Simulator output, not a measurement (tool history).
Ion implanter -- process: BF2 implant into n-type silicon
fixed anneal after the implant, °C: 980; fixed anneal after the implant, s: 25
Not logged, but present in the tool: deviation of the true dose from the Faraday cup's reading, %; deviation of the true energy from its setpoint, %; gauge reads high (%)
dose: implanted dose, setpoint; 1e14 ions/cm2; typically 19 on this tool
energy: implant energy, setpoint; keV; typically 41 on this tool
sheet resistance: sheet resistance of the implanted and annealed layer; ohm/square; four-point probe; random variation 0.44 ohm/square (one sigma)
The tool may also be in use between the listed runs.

| run | day | dose | energy | wafers since the last listed run | hours since the last dose calibration | hours since the extraction supply was calibrated | hours since the gauge calibration | read-back reference wafer on the same gauge, sheet resistance | sheet resistance |
|---|---|---|---|---|---|---|---|---|---|
| 1 | 0 | 16.21 | 41 | 0 | 952.2 | 3630.1 | 2912.6 | 132.98 | 139.42 |
| 2 | 2.729 | 16.21 | 41 | 1067 | 1017.7 | 3695.6 | 2978.1 | 133.01 | 139.23 |
| 3 | 3.962 | 16.21 | 41 | 482 | 1047.3 | 3725.2 | 3007.7 | 132.95 | 138.82 |
| 4 | 6.8 | 21.41 | 41 | 1109 | 1115.4 | 3793.3 | 3075.8 | 132.99 | 135.04 |
| 5 | 14.462 | 21.41 | 41 | 2996 | 1299.3 | 3977.2 | 3259.7 | 133.01 | 135.51 |
| 6 | 16.808 | 17.83 | 41 | 917 | 1355.6 | 4033.5 | 3316 | 133.03 | 137.3 |
| 7 | 21.483 | 17.83 | 41 | 1828 | 1467.8 | 4145.7 | 3428.2 | 132.95 | 137.31 |
| 8 | 23.192 | 21.55 | 46 | 668 | 1508.8 | 4186.7 | 3469.2 | 133 | 126.85 |
|  | 24.175 | extraction supply calibrated |
| 9 | 25.354 | 21.55 | 46 | 715 | 1560.7 | 28.3 | 3521.1 | 133.02 | 122.67 |
| 10 | 27.762 | 21.55 | 46 | 941 | 1618.5 | 86.1 | 3578.9 | 132.97 | 122.69 |
| 11 | 28.983 | 16.04 | 41 | 477 | 1647.8 | 115.4 | 3608.2 | 132.93 | 136.27 |
|  | 29.388 | gauge calibrated |
| 12 | 29.996 | 19 | 41 | 395 | 1672.1 | 139.7 | 14.6 | 132.97 | 132.69 |
| 13 | 31.425 | 17.11 | 29.5 | 558 | 1706.4 | 174 | 48.9 | 133.06 | 160.24 |
| 14 | 33.662 | 19 | 41 | 874 | 1760.1 | 227.7 | 102.6 | 133.02 | 132.86 |
| 15 | 35.762 | 19 | 31 | 821 | 1810.5 | 278.1 | 153 | 133.02 | 155.3 |
| 16 | 37.883 | 19 | 41 | 829 | 1861.4 | 329 | 203.9 | 132.96 | 132.79 |
| 17 | 40.767 | 19 | 30 | 1127 | 1930.6 | 398.2 | 273.1 | 133.02 | 157.75 |
| 18 | 42.888 | 13.94 | 55 | 829 | 1981.5 | 449.1 | 324 | 133.01 | 120.62 |
| 19 | 45.296 | 14 | 41 | 941 | 2039.3 | 506.9 | 381.8 | 132.96 | 139.43 |
| 20 | 47.825 | 13.75 | 52 | 988 | 2100 | 567.6 | 442.5 | 132.95 | 124.5 |
| 21 | 50.458 | 21.19 | 55 | 1029 | 2163.2 | 630.8 | 505.7 | 133.01 | 111.78 |
| 22 | 51.75 | 19 | 41 | 505 | 2194.2 | 661.8 | 536.7 | 132.98 | 133.67 |
| 23 | 52.796 | 21.41 | 41 | 408 | 2219.3 | 686.9 | 561.8 | 133.05 | 132.23 |
| 24 | 54.092 | 23.12 | 34.5 | 506 | 2250.4 | 718 | 592.9 | 133.04 | 144.47 |
|  | 56.917 | Faraday cup replaced and dose calibrated |
| 25 | 56.942 | 19 | 41 | 984 | 0.6 | 786.4 | 661.3 | 133.01 | 132.87 |
| 26 | 58.754 | 19 | 41 | 708 | 44.1 | 829.9 | 704.8 | 133 | 132.79 |
| 27 | 61.262 | 19 | 50.5 | 980 | 104.3 | 890.1 | 765 | 133.01 | 118.79 |
| 28 | 63.417 | 24.08 | 51 | 842 | 156 | 941.8 | 816.7 | 132.91 | 115.24 |
| 29 | 65.371 | 19 | 36 | 764 | 202.9 | 988.7 | 863.6 | 133.02 | 142.96 |
| 30 | 68.142 | 24.28 | 45 | 1083 | 269.4 | 1055.2 | 930.1 | 132.94 | 124.47 |
| 31 | 69.738 | 19 | 41 | 624 | 307.7 | 1093.5 | 968.4 | 133.02 | 133.51 |
| 32 | 71.212 | 19 | 47.5 | 576 | 343.1 | 1128.9 | 1003.8 | 132.97 | 122.8 |
| 33 | 74.208 | 22.76 | 50.5 | 1171 | 415 | 1200.8 | 1075.7 | 133.04 | 116.75 |
| 34 | 76.892 | 21.2 | 30.5 | 1049 | 479.4 | 1265.2 | 1140.1 | 133 | 155.54 |
| 35 | 78.496 | 19 | 41 | 627 | 517.9 | 1303.7 | 1178.6 | 132.92 | 134.15 |
| 36 | 82.158 | 15.02 | 53.5 | 1432 | 605.8 | 1391.6 | 1266.5 | 132.99 | 120.39 |

How would selected steps in sheet resistance from run to run divide? Give the signed amount a tool lacking its hidden state would still show from settings, what came in and random variation, and the signed amount left for the hidden state, including any gauge scatter that is not in both of the compared results.
Run 4 -> 5: no setting changed, nothing entered. sheet resistance +0.47 ohm/square: hidden state +0.16, all else +0.31.
Run 8 -> 9: extraction supply calibrated. sheet resistance -4.18 ohm/square: hidden state -3.65, all else -0.53.
Run 17 -> 18: dose 19 -> 13.94, energy 30 -> 55. sheet resistance -37.13 ohm/square: hidden state -0.07, all else -37.06.
Run 28 -> 29: dose 24.08 -> 19, energy 51 -> 36. sheet resistance +27.72 ohm/square: hidden state +0.15, all else +27.57.
Run 33 -> 34: dose 22.76 -> 21.2, energy 50.5 -> 30.5. sheet resistance +38.79 ohm/square: hidden state +0.24, all else +38.55.
